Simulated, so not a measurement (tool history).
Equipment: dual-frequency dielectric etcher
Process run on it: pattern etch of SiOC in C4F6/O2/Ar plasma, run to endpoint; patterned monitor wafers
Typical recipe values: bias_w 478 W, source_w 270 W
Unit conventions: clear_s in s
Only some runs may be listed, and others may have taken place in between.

run	hour	bias_w	source_w	incoming incoming film thickness, nm	clear_s
1	0	396	270	26.8	12.1
2	27.5	396	270	27.08	12.4
3	58	430	220	26.93	13.3
4	71.8	390	270	26.64	12.2
5	97.3	446	270	27.07	11.6
6	115.8	446	270	26.66	11.4
7	135	446	270	26.86	11.5
8	164.6	404	270	26.95	12.2
9	189.1	478	270	27.05	11.2
# hour 200: bias power generator calibrated
10	201.5	478	270	27.04	11.3
# hour 228.4: wet clean of the chamber
11	228.9	478	270	26.84	11.1
12	253.3	384	270	26.81	12.2
13	338	478	310	26.97	10.4
14	364.8	478	310	26.95	10.3
15	386.8	478	310	26.8	10.4
16	422.2	478	270	26.69	11
17	458	415	250	27.06	12.5
18	477.3	561	230	26.67	11.2
# hour 501.3: source power generator calibrated
19	506.3	478	270	26.86	11.1
# hour 574.5: upper electrode replaced, of another model than before
20	575	410	310	27.04	11.7
21	591.2	478	270	26.69	11.1
# hour 618.8: wet clean of the chamber
22	619.3	367	300	26.66	13.1
23	628.5	536	330	27.21	8.8
24	641.8	415	250	26.73	13.3
25	662.3	478	270	27.14	11.2
26	697.4	478	270	27.06	11.2
27	728.4	554	270	26.93	9.9
28	759.8	478	270	26.93	11.2
29	781.6	525	220	26.98	12.6
30	797.9	478	270	26.89	11.2
31	825.9	384	300	27.11	12.7
32	841.7	571	220	26.69	11.6
33	865.7	404	330	27.14	11.3
34	885.4	478	210	26.76	14.2
35	920.6	558	270	26.87	9.9

Alternative continuations, all from the tool just after run 35; predict every row:
A	921	532	270	26.83	?
B	921	536	230	26.83	?
C	921	534	270	26.83	?
D	921	597	270	26.83	?

run	clear_s
A	10.3
B	11.8
C	10.2
D	9.4
With the hidden condition removed and each run's random variation left untouched, the same runs would have given:
run	clear_s
A	10.1
B	11.6
C	10.1
D	9.3

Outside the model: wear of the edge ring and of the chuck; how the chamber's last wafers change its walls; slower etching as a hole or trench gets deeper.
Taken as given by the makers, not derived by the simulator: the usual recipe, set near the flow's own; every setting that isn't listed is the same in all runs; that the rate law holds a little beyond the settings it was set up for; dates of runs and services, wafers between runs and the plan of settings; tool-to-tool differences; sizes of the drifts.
